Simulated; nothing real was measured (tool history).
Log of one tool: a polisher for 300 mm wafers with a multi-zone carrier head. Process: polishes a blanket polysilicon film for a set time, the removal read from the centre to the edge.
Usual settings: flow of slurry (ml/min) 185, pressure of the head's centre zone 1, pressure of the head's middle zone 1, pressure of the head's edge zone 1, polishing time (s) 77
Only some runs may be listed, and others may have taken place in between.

run	hour	flow of slurry (ml/min)	pressure of the head's centre zone	pressure of the head's middle zone	pressure of the head's edge zone	polishing time (s)	wafers since the last listed run	wafers polished on this pad	hours since the slurry nozzle was cleaned	hours since the centre zone pressure was calibrated	hours since the edge zone pressure was calibrated	hours since the carrier head's membrane was replaced	incoming thickness of the incoming film, nm	film removed at the wafer's centre (angstrom)	film removed at mid-radius (angstrom)	film removed at the wafer's edge (angstrom)
1	0	185	1.07	1	1.09	96	0	2485	102	105.5	1241.5	209.1	2224	9890	9664	9902
# hour 42.8: worn pad replaced by a new one
# hour 58.2: edge zone pressure recalibrated
2	89.2	185	1	1	1	77	1130	603	191.2	194.7	31	298.3	2279	7860	7987	7973
3	118.9	185	1	1	1	77	403	1007	220.9	224.4	60.7	328	2263.5	7791	8008	7870
4	146.2	185	1	0.96	0.91	77	371	1378	248.2	251.7	88	355.3	2279.4	7585	7608	7547
5	177.6	135	1	0.89	0.88	99	426	1804	279.6	283.1	119.4	386.7	2283.3	9377	8764	9263
6	200.5	185	0.91	0.96	0.97	77	311	2116	302.5	306	142.3	409.6	2255.1	6863	7639	7650
7	229.2	210	1	0.96	0.93	54	390	2506	331.2	334.7	171	438.3	2286.1	5376	5455	5198
8	243.4	240	1	1	1.12	77	192	2699	345.4	348.9	185.2	452.5	2264.6	7772	7967	8113
9	261.3	215	0.93	0.9	1	102	243	2942	363.3	366.8	203.1	470.4	2305.5	9508	9494	10222
10	289.1	185	1	1	1	77	377	3320	391.1	394.6	230.9	498.2	2280.9	7440	7689	7498
11	315.8	185	1	0.93	1	51	362	3683	417.8	421.3	257.6	524.9	2272.1	4914	4811	4992
# hour 320.1: worn pad replaced by a new one
12	336.1	235	1	1	1.1	77	221	217	438.1	441.6	277.9	545.2	2232.6	8057	8300	8377
13	349.8	185	1	1.04	1	77	186	403	451.8	455.3	291.6	558.9	2311.6	7870	8220	7799
14	381.3	185	1	0.92	1	70	428	831	483.3	486.8	323.1	590.4	2278.9	6969	6777	7163
# hour 400.7: slurry nozzle cleaned
15	403.3	185	1.07	1	0.89	77	285	1117	2.6	508.8	345.1	612.4	2220.8	8402	7875	7503
16	419.6	185	1	0.88	1	77	221	1338	18.9	525.1	361.4	628.7	2316.3	7649	6958	7715
17	450.1	135	1	1	1	77	414	1753	49.4	555.6	391.9	659.2	2247.1	7162	7506	7485
18	466.5	185	1	1	1	77	222	1976	65.8	572	408.3	675.6	2279.7	7641	7791	7589
19	495.3	185	1	1	0.96	77	391	2367	94.6	600.8	437.1	704.4	2257.5	7610	7770	7562
20	518.1	185	0.96	1	1	66	309	2677	117.4	623.6	459.9	727.2	2259.9	6233	6621	6475
21	543.4	235	0.91	1	1.09	61	343	3021	142.7	648.9	485.2	752.5	2296.5	5518	6199	6348
22	574.1	185	1	0.97	1.09	77	417	3438	173.4	679.6	515.9	783.2	2245.7	7301	7396	7737

Entry by entry between the runs, the difference in hidden state between the last listed run before and the first listed run after:
Logged between run 1 and run 2: worn pad replaced by a new one (hour 42.8); edge zone pressure recalibrated (hour 58.2)
  removal rate lost through wear of the pad, %: 4.28 -> 1.28; deviation of the centre zone's pressure from its setpoint, %: -1.3 -> -1.16
  measured value less the no-hidden-state value, film removed at the wafer's centre (angstrom): -579 -> -196; film removed at mid-radius (angstrom): -432 -> -103; film removed at the wafer's edge (angstrom): -443 -> -103
Logged between run 11 and run 12: worn pad replaced by a new one (hour 320.1)
  removal rate lost through wear of the pad, %: 6.15 -> 1.45; deviation of the centre zone's pressure from its setpoint, %: -0.375 -> -0.277
  measured value less the no-hidden-state value, film removed at the wafer's centre (angstrom): -342 -> -141; film removed at mid-radius (angstrom): -315 -> -122; film removed at the wafer's edge (angstrom): -327 -> -123
Logged between run 14 and run 15: slurry nozzle cleaned (hour 400.7)
  removal rate lost through wear of the pad, %: 2.42 -> 2.89; deviation of the centre zone's pressure from its setpoint, %: -0.0427 -> 0.0797
  measured value less the no-hidden-state value, film removed at the wafer's centre (angstrom): -175 -> -243; film removed at mid-radius (angstrom): -168 -> -235; film removed at the wafer's edge (angstrom): -178 -> -224

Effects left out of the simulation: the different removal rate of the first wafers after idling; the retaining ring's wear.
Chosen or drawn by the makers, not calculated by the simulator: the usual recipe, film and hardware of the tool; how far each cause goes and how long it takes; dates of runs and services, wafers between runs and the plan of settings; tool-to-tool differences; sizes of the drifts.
